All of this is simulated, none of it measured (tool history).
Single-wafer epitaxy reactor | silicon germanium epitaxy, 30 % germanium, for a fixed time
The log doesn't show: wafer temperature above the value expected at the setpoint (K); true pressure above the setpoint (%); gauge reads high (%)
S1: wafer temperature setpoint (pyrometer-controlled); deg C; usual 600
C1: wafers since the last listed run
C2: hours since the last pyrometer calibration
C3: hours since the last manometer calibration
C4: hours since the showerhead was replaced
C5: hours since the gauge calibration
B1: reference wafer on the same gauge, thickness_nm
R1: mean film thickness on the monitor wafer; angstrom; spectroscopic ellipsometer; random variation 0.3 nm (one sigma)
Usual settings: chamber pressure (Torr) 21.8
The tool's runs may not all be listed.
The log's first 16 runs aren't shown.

Run 17, hour 500: usual settings but S1 604 deg C, chamber pressure (Torr) 16.4; C1 453; C2 3113.1; C3 842.7; C4 4640.8; C5 183.6; B1 71.866. Result: R1 562.86 angstrom.
Run 18, hour 514.5: usual settings but S1 585 deg C, chamber pressure (Torr) 24.6; C1 276; C2 3127.6; C3 857.2; C4 4655.3; C5 198.1; B1 71.794. Result: R1 563.03 angstrom.
Run 19, hour 541.8: usual settings; C1 520; C2 3154.9; C3 884.5; C4 4682.6; C5 225.4; B1 71.761. Result: R1 658.97 angstrom.
Run 20, hour 555.4: usual settings but S1 604 deg C, chamber pressure (Torr) 26.8; C1 259; C2 3168.5; C3 898.1; C4 4696.2; C5 239; B1 71.814. Result: R1 803.07 angstrom.
At hour 579: capacitance manometer re-zeroed and calibrated.
At hour 581.8: pyrometer calibrated.
Run 21, hour 582.8: usual settings; C1 316; C2 1; C3 3.8; C4 4723.6; C5 266.4; B1 71.752. Result: R1 602.51 angstrom.
At hour 613.4: showerhead replaced.
Run 22, hour 613.9: usual settings; C1 440; C2 32.1; C3 34.9; C4 0.5; C5 297.5; B1 71.801. Result: R1 607.7 angstrom.
Run 23, hour 636.9: usual settings but chamber pressure (Torr) 19.4; C1 438; C2 55.1; C3 57.9; C4 23.5; C5 320.5; B1 71.883. Result: R1 554.3 angstrom.
Run 24, hour 664: usual settings but chamber pressure (Torr) 20.3; C1 516; C2 82.2; C3 85; C4 50.6; C5 347.6; B1 71.773. Result: R1 577.78 angstrom.
Run 25, hour 698.2: usual settings but S1 596 deg C, chamber pressure (Torr) 23.2; C1 652; C2 116.4; C3 119.2; C4 84.8; C5 381.8; B1 71.886. Result: R1 593.87 angstrom.
Run 26, hour 715.2: usual settings but S1 595 deg C, chamber pressure (Torr) 23.9; C1 324; C2 133.4; C3 136.2; C4 101.8; C5 398.8; B1 71.769. Result: R1 597.33 angstrom.
Run 27, hour 739.6: usual settings but S1 607 deg C, chamber pressure (Torr) 24.7; C1 465; C2 157.8; C3 160.6; C4 126.2; C5 423.2; B1 71.803. Result: R1 746.83 angstrom.
Run 28, hour 758.2: usual settings but chamber pressure (Torr) 25.1; C1 354; C2 176.4; C3 179.2; C4 144.8; C5 441.8; B1 71.762. Result: R1 667.29 angstrom.

Run 29 comes next. What will it give?
Run 29, hour 789.6: usual settings; C1 598; C2 207.8; C3 210.6; C4 176.2; C5 473.2; B1 ?. Result: R1 ?.

{"run 29": {"B1": 71.782, "R1": 617.04}}
Without the tool's hidden state the same run would have given R1 602.87 angstrom.
